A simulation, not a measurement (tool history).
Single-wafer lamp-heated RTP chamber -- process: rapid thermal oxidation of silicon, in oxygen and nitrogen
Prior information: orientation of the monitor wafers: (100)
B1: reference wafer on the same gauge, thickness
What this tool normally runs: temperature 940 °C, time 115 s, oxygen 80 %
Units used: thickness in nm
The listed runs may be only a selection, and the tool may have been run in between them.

Run 1, hour 0.0: usual settings; B1 4.210. Result: thickness 4.830 nm.
Run 2, hour 41.8: usual settings; B1 4.210. Result: thickness 4.813 nm.
Run 3, hour 99.9: usual settings; B1 4.210. Result: thickness 4.834 nm.
At hour 116.6: pyrometer window cleaned and pyrometer calibrated.
Run 4, hour 136.2: usual settings; B1 4.208. Result: thickness 4.807 nm.
Run 5, hour 205.9: usual settings; B1 4.211. Result: thickness 4.816 nm.
Run 6, hour 261.2: usual settings; B1 4.209. Result: thickness 4.803 nm.
Run 7, hour 379.0: usual settings but oxygen 70 %; B1 4.210. Result: thickness 4.606 nm.
Run 8, hour 424.3: usual settings but oxygen 70 %; B1 4.210. Result: thickness 4.606 nm.
Run 9, hour 491.3: usual settings but time 157 s; B1 4.210. Result: thickness 5.495 nm.
Run 10, hour 576.0: usual settings but time 157 s; B1 4.211. Result: thickness 5.509 nm.
At hour 611.3: gauge calibrated.
Run 11, hour 619.5: usual settings; B1 4.209. Result: thickness 4.823 nm.
Run 12, hour 681.8: usual settings; B1 4.210. Result: thickness 4.820 nm.
Run 13, hour 708.0: usual settings; B1 4.211. Result: thickness 4.830 nm.
Run 14, hour 748.1: usual settings; B1 4.209. Result: thickness 4.823 nm.
At hour 773.5: pyrometer window cleaned and pyrometer calibrated.
Run 15, hour 793.8: usual settings but oxygen 71 %; B1 4.211. Result: thickness 4.622 nm.
Run 16, hour 864.6: usual settings but time 141 s; B1 4.211. Result: thickness 5.252 nm.
At hour 879.9: oxygen flow controller replaced.
Run 17, hour 895.7: usual settings; B1 4.211. Result: thickness 4.791 nm.
Run 18, hour 959.3: usual settings; B1 4.210. Result: thickness 4.800 nm.
Run 19, hour 994.6: usual settings but temperature 915 °C, time 97 s, oxygen 96 %; B1 4.210. Result: thickness 3.959 nm.
Run 20, hour 1023.2: usual settings but temperature 926 °C; B1 4.209. Result: thickness 4.336 nm.

Estimate the outcome of run 21 from the log above:
Run 21, hour 1063.3: usual settings but temperature 917 °C, time 85 s, oxygen 94 %; B1 ?. Result: thickness ?.

B1: 4.210
thickness: 3.797 nm
If the tool had no hidden condition, the same run with the same run-to-run variation would have returned thickness 3.792 nm.

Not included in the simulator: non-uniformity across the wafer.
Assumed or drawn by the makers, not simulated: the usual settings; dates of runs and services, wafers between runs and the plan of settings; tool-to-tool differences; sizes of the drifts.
